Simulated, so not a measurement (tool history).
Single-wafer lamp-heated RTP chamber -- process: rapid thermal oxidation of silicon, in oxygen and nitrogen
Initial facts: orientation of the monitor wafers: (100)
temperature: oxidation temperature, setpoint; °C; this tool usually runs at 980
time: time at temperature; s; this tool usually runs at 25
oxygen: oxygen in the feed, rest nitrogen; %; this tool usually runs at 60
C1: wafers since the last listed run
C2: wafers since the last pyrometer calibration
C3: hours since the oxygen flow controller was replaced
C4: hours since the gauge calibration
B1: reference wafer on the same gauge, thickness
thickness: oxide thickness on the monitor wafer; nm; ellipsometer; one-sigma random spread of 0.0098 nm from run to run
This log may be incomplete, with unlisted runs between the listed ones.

{"run": 1, "day": 0.0, "temperature": 961, "time": 31, "oxygen": 60, "C1": 0, "C2": 6563, "C3": 3302.6, "C4": 693.7, "B1": 3.197, "thickness": 2.981}
{"run": 2, "day": 2.846, "temperature": 986, "time": 32, "oxygen": 60, "C1": 794, "C2": 7358, "C3": 3370.9, "C4": 762.0, "B1": 3.193, "thickness": 3.533}
{"run": 3, "day": 5.838, "temperature": 986, "time": 32, "oxygen": 60, "C1": 835, "C2": 8194, "C3": 3442.7, "C4": 833.8, "B1": 3.203, "thickness": 3.567}
{"run": 4, "day": 7.138, "temperature": 986, "time": 32, "oxygen": 60, "C1": 363, "C2": 8557, "C3": 3473.9, "C4": 865.0, "B1": 3.202, "thickness": 3.592}
{"day": 7.883, "done": "pyrometer window cleaned and pyrometer calibrated"}
{"run": 5, "day": 8.142, "temperature": 980, "time": 30, "oxygen": 60, "C1": 187, "C2": 71, "C3": 3498.0, "C4": 889.1, "B1": 3.2, "thickness": 3.209}
{"run": 6, "day": 14.275, "temperature": 980, "time": 30, "oxygen": 60, "C1": 1713, "C2": 1784, "C3": 3645.2, "C4": 1036.3, "B1": 3.196, "thickness": 3.183}
{"run": 7, "day": 16.679, "temperature": 980, "time": 25, "oxygen": 60, "C1": 671, "C2": 2456, "C3": 3702.9, "C4": 1094.0, "B1": 3.203, "thickness": 3.01}
{"run": 8, "day": 23.054, "temperature": 980, "time": 25, "oxygen": 60, "C1": 1780, "C2": 4237, "C3": 3855.9, "C4": 1247.0, "B1": 3.198, "thickness": 3.043}
{"run": 9, "day": 25.942, "temperature": 980, "time": 25, "oxygen": 60, "C1": 806, "C2": 5043, "C3": 3925.2, "C4": 1316.3, "B1": 3.193, "thickness": 3.04}
{"run": 10, "day": 27.6, "temperature": 980, "time": 25, "oxygen": 60, "C1": 463, "C2": 5506, "C3": 3965.0, "C4": 1356.1, "B1": 3.2, "thickness": 3.06}
{"run": 11, "day": 28.967, "temperature": 989, "time": 25, "oxygen": 74, "C1": 381, "C2": 5888, "C3": 3997.8, "C4": 1388.9, "B1": 3.195, "thickness": 3.414}
{"run": 12, "day": 31.667, "temperature": 980, "time": 25, "oxygen": 60, "C1": 754, "C2": 6642, "C3": 4062.6, "C4": 1453.7, "B1": 3.202, "thickness": 3.083}
{"run": 13, "day": 34.046, "temperature": 980, "time": 25, "oxygen": 60, "C1": 664, "C2": 7307, "C3": 4119.7, "C4": 1510.8, "B1": 3.197, "thickness": 3.113}
{"day": 34.738, "done": "pyrometer window cleaned and pyrometer calibrated"}
{"run": 14, "day": 36.488, "temperature": 980, "time": 25, "oxygen": 60, "C1": 588, "C2": 489, "C3": 4178.3, "C4": 1569.4, "B1": 3.198, "thickness": 3.02}
{"run": 15, "day": 39.429, "temperature": 980, "time": 16, "oxygen": 60, "C1": 821, "C2": 1311, "C3": 4248.9, "C4": 1640.0, "B1": 3.198, "thickness": 2.633}
{"run": 16, "day": 41.762, "temperature": 980, "time": 25, "oxygen": 60, "C1": 651, "C2": 1962, "C3": 4304.9, "C4": 1696.0, "B1": 3.201, "thickness": 3.007}
{"day": 45.358, "done": "gauge calibrated"}
{"run": 17, "day": 48.912, "temperature": 980, "time": 25, "oxygen": 60, "C1": 1997, "C2": 3959, "C3": 4476.5, "C4": 85.3, "B1": 3.197, "thickness": 3.028}
{"run": 18, "day": 51.65, "temperature": 980, "time": 29, "oxygen": 60, "C1": 764, "C2": 4724, "C3": 4542.2, "C4": 151.0, "B1": 3.198, "thickness": 3.2}
{"run": 19, "day": 53.346, "temperature": 1003, "time": 25, "oxygen": 60, "C1": 473, "C2": 5198, "C3": 4582.9, "C4": 191.7, "B1": 3.203, "thickness": 3.482}
{"run": 20, "day": 56.188, "temperature": 980, "time": 29, "oxygen": 60, "C1": 793, "C2": 5992, "C3": 4651.1, "C4": 259.9, "B1": 3.198, "thickness": 3.23}
{"run": 21, "day": 58.271, "temperature": 959, "time": 35, "oxygen": 77, "C1": 581, "C2": 6573, "C3": 4701.1, "C4": 309.9, "B1": 3.199, "thickness": 3.268}
{"day": 59.658, "done": "oxygen flow controller replaced"}
{"day": 60.158, "done": "pyrometer window cleaned and pyrometer calibrated"}
{"run": 22, "day": 60.592, "temperature": 980, "time": 25, "oxygen": 60, "C1": 462, "C2": 120, "C3": 22.4, "C4": 365.6, "B1": 3.197, "thickness": 3.022}
{"run": 23, "day": 62.717, "temperature": 953, "time": 19, "oxygen": 60, "C1": 593, "C2": 714, "C3": 73.4, "C4": 416.6, "B1": 3.199, "thickness": 2.463}
{"run": 24, "day": 65.579, "temperature": 980, "time": 25, "oxygen": 60, "C1": 799, "C2": 1513, "C3": 142.1, "C4": 485.3, "B1": 3.197, "thickness": 3.042}
{"run": 25, "day": 67.521, "temperature": 956, "time": 37, "oxygen": 35, "C1": 542, "C2": 2056, "C3": 188.7, "C4": 531.9, "B1": 3.201, "thickness": 2.7}
{"run": 26, "day": 69.233, "temperature": 980, "time": 34, "oxygen": 89, "C1": 478, "C2": 2534, "C3": 229.8, "C4": 573.0, "B1": 3.198, "thickness": 3.806}
{"run": 27, "day": 71.383, "temperature": 954, "time": 25, "oxygen": 76, "C1": 600, "C2": 3134, "C3": 281.4, "C4": 624.6, "B1": 3.201, "thickness": 2.812}
{"run": 28, "day": 74.012, "temperature": 980, "time": 25, "oxygen": 32, "C1": 734, "C2": 3869, "C3": 344.5, "C4": 687.7, "B1": 3.205, "thickness": 2.652}
{"run": 29, "day": 75.95, "temperature": 1003, "time": 25, "oxygen": 60, "C1": 541, "C2": 4410, "C3": 391.0, "C4": 734.2, "B1": 3.2, "thickness": 3.499}
{"run": 30, "day": 77.6, "temperature": 969, "time": 30, "oxygen": 89, "C1": 460, "C2": 4871, "C3": 430.6, "C4": 773.8, "B1": 3.203, "thickness": 3.375}

For each entry between runs, how does the tool's hidden state at the last listed run before it compare with that at the first listed run after it?
Between runs 4 and 5: pyrometer window cleaned and pyrometer calibrated (day 7.883)
  true wafer temperature minus pyrometer reading, K: 9.24 -> 0.521
  the result without the hidden state subtracted from the measured one, thickness: +0.202 -> +0.010 nm
Between runs 13 and 14: pyrometer window cleaned and pyrometer calibrated (day 34.738)
  true wafer temperature minus pyrometer reading, K: 6.06 -> 0.094
  the result without the hidden state subtracted from the measured one, thickness: +0.104 -> +0.001 nm
Between runs 16 and 17: gauge calibrated (day 45.358)
  true wafer temperature minus pyrometer reading, K: 0.469 -> 1.7
  the result without the hidden state subtracted from the measured one, thickness: +0.008 -> +0.028 nm
Between runs 21 and 22: oxygen flow controller replaced (day 59.658); pyrometer window cleaned and pyrometer calibrated (day 60.158)
  true wafer temperature minus pyrometer reading, K: 4.55 -> 1.64
  the result without the hidden state subtracted from the measured one, thickness: +0.089 -> +0.027 nm
